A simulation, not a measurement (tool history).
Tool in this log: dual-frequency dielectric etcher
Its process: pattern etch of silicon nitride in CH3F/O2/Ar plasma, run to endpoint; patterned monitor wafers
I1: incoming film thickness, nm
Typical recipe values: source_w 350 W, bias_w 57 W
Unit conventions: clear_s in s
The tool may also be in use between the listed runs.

run 1 hour=0 | source_w=380 bias_w=63 | I1=20.35 | clear_s=32.5
run 2 hour=28.6 | source_w=390 bias_w=57 | I1=20.13 | clear_s=33.3
run 3 hour=44.4 | source_w=390 bias_w=57 | I1=20.09 | clear_s=33.3
run 4 hour=55.8 | source_w=390 bias_w=57 | I1=20.08 | clear_s=33.3
run 5 hour=72.1 | source_w=350 bias_w=57 | I1=20.07 | clear_s=35
run 6 hour=118.4 | source_w=350 bias_w=57 | I1=19.96 | clear_s=34.9
run 7 hour=133.1 | source_w=350 bias_w=57 | I1=20 | clear_s=35
-- hour=168.2 wet clean of the chamber
run 8 hour=168.7 | source_w=350 bias_w=57 | I1=20.04 | clear_s=33.9
run 9 hour=169.1 | source_w=350 bias_w=57 | I1=20.11 | clear_s=33.8
-- hour=175.2 bias power generator calibrated
run 10 hour=181.3 | source_w=350 bias_w=57 | I1=19.98 | clear_s=33.7
run 11 hour=199.1 | source_w=350 bias_w=57 | I1=20.21 | clear_s=34.2
run 12 hour=216.9 | source_w=350 bias_w=63 | I1=19.92 | clear_s=32.3
-- hour=221.2 source power generator calibrated
-- hour=254.6 upper electrode replaced
run 13 hour=255.1 | source_w=260 bias_w=51 | I1=20.16 | clear_s=41.7
run 14 hour=255.4 | source_w=350 bias_w=57 | I1=19.98 | clear_s=34
run 15 hour=261.9 | source_w=390 bias_w=63 | I1=20.06 | clear_s=31.4
run 16 hour=270.7 | source_w=350 bias_w=48 | I1=20.08 | clear_s=36.7
run 17 hour=285.2 | source_w=350 bias_w=57 | I1=20.23 | clear_s=34.4
run 18 hour=316.3 | source_w=350 bias_w=57 | I1=20.16 | clear_s=34.5
run 19 hour=327.6 | source_w=420 bias_w=50 | I1=20.1 | clear_s=33.3
run 20 hour=342 | source_w=350 bias_w=71 | I1=20.13 | clear_s=31.4
run 21 hour=354.8 | source_w=390 bias_w=46 | I1=20.02 | clear_s=35.7
run 22 hour=362.8 | source_w=290 bias_w=52 | I1=20.1 | clear_s=39.1

How would selected steps in clear_s from run to run divide? Give the signed amount a tool lacking its hidden state would still show from settings, what came in and random variation, and the signed amount left for the hidden state, including any gauge scatter that is not in both of the compared results.
Hidden state present: etch rate over this chamber's usual, %; source power that arrives over what is set, %; bias power that arrives over what is set, %.
Run 5 -> 6: no setting touched and nothing written in the log between the runs. clear_s -0.1 s: hidden state +0.2, all else -0.3.
Run 7 -> 8: wet clean of the chamber. clear_s -1.1 s: hidden state -1.3, all else +0.2.
Run 12 -> 13: source_w 350 -> 260, bias_w 63 -> 51, source power generator calibrated, upper electrode replaced. clear_s +9.4 s: hidden state +0.2, all else +9.2.
Run 13 -> 14: source_w 260 -> 350, bias_w 51 -> 57. clear_s -7.7 s: hidden state -0.1, all else -7.6.

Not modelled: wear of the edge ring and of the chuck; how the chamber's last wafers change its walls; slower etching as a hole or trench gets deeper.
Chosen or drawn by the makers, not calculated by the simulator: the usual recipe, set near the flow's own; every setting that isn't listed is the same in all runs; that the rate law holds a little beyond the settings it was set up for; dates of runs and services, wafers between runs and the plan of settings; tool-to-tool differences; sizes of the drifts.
